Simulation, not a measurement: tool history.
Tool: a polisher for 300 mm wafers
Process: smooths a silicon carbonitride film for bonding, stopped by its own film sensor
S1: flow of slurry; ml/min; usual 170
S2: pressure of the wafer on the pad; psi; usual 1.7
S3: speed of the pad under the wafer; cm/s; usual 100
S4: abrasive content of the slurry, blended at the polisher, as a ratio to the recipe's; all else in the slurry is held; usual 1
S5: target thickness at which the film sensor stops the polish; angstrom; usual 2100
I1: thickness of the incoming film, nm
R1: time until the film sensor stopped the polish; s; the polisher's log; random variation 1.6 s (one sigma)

run,day,S1,S2,S3,S4,S5,I1,R1
1,0,170,1.7,112,1,2100,228.9,88.8
# day 1.771: worn pad replaced by a new one
2,3.946,170,1.7,112,1,2100,228,86.5
3,6.079,170,1.7,110,1,2100,228.5,88.4
# day 6.883: head pressure recalibrated
4,10.512,170,1.7,100,1,2100,233.2,120.2
5,13.95,170,1.7,100,1,2100,229.8,104.3
# day 14.879: slurry blender recalibrated
# day 16.321: worn pad replaced by a new one
6,17.779,170,1.7,100,1,2100,230.8,106.9
7,20.788,210,1.7,100,1,2100,226.1,85.4
# day 21.45: head pressure recalibrated
8,23.175,170,2.1,100,1,2100,231.4,100.2
9,27.308,170,2.1,100,1,2100,229,90.3
# day 31.058: slurry blender recalibrated
10,31.442,170,2.1,100,1,2100,225.7,73.8
# day 31.812: worn pad replaced by a new one
# day 34.429: slurry nozzle cleaned
11,34.538,170,1.7,112,1,2100,226.9,79.7
# day 35.579: head pressure recalibrated
12,37.246,150,1.7,126,1.15,2100,230.4,79.7
13,41.596,205,1.7,100,1,2050,228.6,117.2
# day 44.125: slurry blender recalibrated
# day 46.358: worn pad replaced by a new one
# day 51.375: head pressure recalibrated
14,52.779,225,1.3,100,0.75,2100,232.7,181.9
15,56.188,170,1.7,90,1,2100,229.9,115.2
# day 58.246: slurry blender recalibrated
16,58.388,170,1.7,100,1,2100,232.2,123
# day 62.338: worn pad replaced by a new one
17,62.367,155,2.2,100,1.25,2160,227,43.9
# day 65.696: head pressure recalibrated
18,66.662,170,1.7,100,0.75,2100,229,139.7
19,68.771,170,1.7,100,1,2100,228.3,108.2
20,70.608,170,1.7,100,1,2100,228.1,106.8
# day 72.696: slurry nozzle cleaned
21,72.95,225,1.9,100,0.9,2140,235.3,102.5

The same runs without the tool's hidden state, with the same run-to-run variation:
The hidden state here: removal rate lost through wear of the pad, %; slurry flow missing at the pad, %; deviation of the head's pressure from its setpoint, %; abrasive missing from the slurry, %.
run,R1
1,87.5
2,84.5
3,85.9
4,115.5
5,99.1
6,100.3
7,80.3
8,92.1
9,81.4
10,65.1
11,78.7
12,78
13,114.3
14,173.3
15,106.7
16,113
17,39.2
18,123.1
19,94.2
20,91.8
21,102.2
